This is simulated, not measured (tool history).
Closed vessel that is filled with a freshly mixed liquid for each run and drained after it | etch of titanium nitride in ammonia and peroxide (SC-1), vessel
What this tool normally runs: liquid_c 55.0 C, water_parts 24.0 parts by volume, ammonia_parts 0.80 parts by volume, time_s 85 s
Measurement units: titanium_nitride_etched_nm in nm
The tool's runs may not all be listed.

| run | hour | liquid_c | water_parts | ammonia_parts | time_s | read-back film thickness of the titanium nitride reference wafer, read on the same gauge (nm) | titanium_nitride_etched_nm |
|---|---|---|---|---|---|---|---|
| 1 | 0.0 | 55.0 | 24.0 | 0.80 | 85 | 150.00 | 6.32 |
| 2 | 11.0 | 55.0 | 24.0 | 0.80 | 85 | 150.00 | 6.33 |
| 3 | 24.4 | 48.0 | 24.0 | 0.80 | 85 | 150.02 | 3.91 |
| 4 | 37.4 | 55.0 | 24.0 | 0.80 | 85 | 149.98 | 6.47 |
| 5 | 55.2 | 55.0 | 24.0 | 0.80 | 85 | 150.00 | 6.37 |
| 6 | 66.9 | 55.0 | 24.0 | 0.80 | 85 | 149.99 | 6.28 |
| 7 | 81.3 | 55.0 | 24.0 | 0.80 | 85 | 150.01 | 6.38 |
| 8 | 95.4 | 55.0 | 24.0 | 0.80 | 85 | 149.98 | 6.25 |
|  | 105.7 | new drum of ammonia solution connected |
| 9 | 110.8 | 55.0 | 24.0 | 0.80 | 85 | 150.01 | 6.30 |
| 10 | 123.5 | 55.0 | 24.0 | 0.80 | 85 | 150.01 | 6.40 |
| 11 | 131.2 | 55.0 | 19.0 | 0.80 | 85 | 150.00 | 7.12 |
|  | 146.6 | thermometer replaced |
| 12 | 147.1 | 47.5 | 24.0 | 1.20 | 85 | 150.04 | 4.06 |
| 13 | 159.6 | 55.0 | 13.5 | 0.80 | 125 | 150.02 | 12.68 |
| 14 | 167.5 | 60.5 | 17.0 | 1.00 | 110 | 150.02 | 14.73 |
| 15 | 177.5 | 45.0 | 24.0 | 0.80 | 40 | 150.03 | 1.45 |
| 16 | 184.7 | 55.0 | 34.5 | 0.80 | 85 | 150.03 | 5.06 |
|  | 198.1 | gauge calibrated |
| 17 | 198.7 | 55.0 | 35.0 | 0.60 | 85 | 149.97 | 4.79 |
| 18 | 213.2 | 63.0 | 24.0 | 1.00 | 85 | 149.99 | 11.19 |
| 19 | 219.9 | 55.0 | 24.0 | 0.80 | 85 | 150.00 | 6.43 |
| 20 | 232.8 | 55.0 | 24.0 | 0.40 | 60 | 150.00 | 3.95 |
|  | 238.0 | ammonia flow meter replaced |
| 21 | 239.2 | 55.0 | 24.0 | 0.80 | 115 | 150.01 | 8.67 |
| 22 | 246.9 | 55.0 | 20.0 | 0.80 | 85 | 149.96 | 7.01 |
| 23 | 295.0 | 55.0 | 24.0 | 1.00 | 85 | 150.01 | 6.62 |
| 24 | 307.0 | 55.0 | 33.0 | 0.65 | 85 | 150.00 | 5.07 |
| 25 | 333.5 | 52.0 | 33.5 | 1.05 | 60 | 150.00 | 3.18 |
| 26 | 341.3 | 55.0 | 24.0 | 0.80 | 85 | 150.00 | 6.21 |
| 27 | 351.6 | 55.0 | 24.0 | 0.80 | 60 | 150.01 | 4.51 |
| 28 | 367.4 | 55.0 | 24.0 | 1.00 | 85 | 150.02 | 6.53 |

Each row is a separate what-if for the run after 28, all from the same tool condition, not one after another. Results?
| A | 368.1 | 58.5 | 24.0 | 0.80 | 85 | ? | ? |
| B | 368.1 | 55.0 | 16.0 | 0.80 | 85 | ? | ? |
| C | 368.1 | 55.0 | 24.0 | 0.50 | 85 | ? | ? |
| D | 368.1 | 58.5 | 19.0 | 1.00 | 85 | ? | ? |

| run | read-back film thickness of the titanium nitride reference wafer, read on the same gauge (nm) | titanium_nitride_etched_nm |
|---|---|---|
| A | 150.02 | 7.95 |
| B | 150.02 | 7.86 |
| C | 150.02 | 5.77 |
| D | 150.02 | 9.40 |
What these runs would have given with no unlogged condition in the tool:
| run | titanium_nitride_etched_nm |
|---|---|
| A | 7.95 |
| B | 7.86 |
| C | 5.77 |
| D | 9.40 |
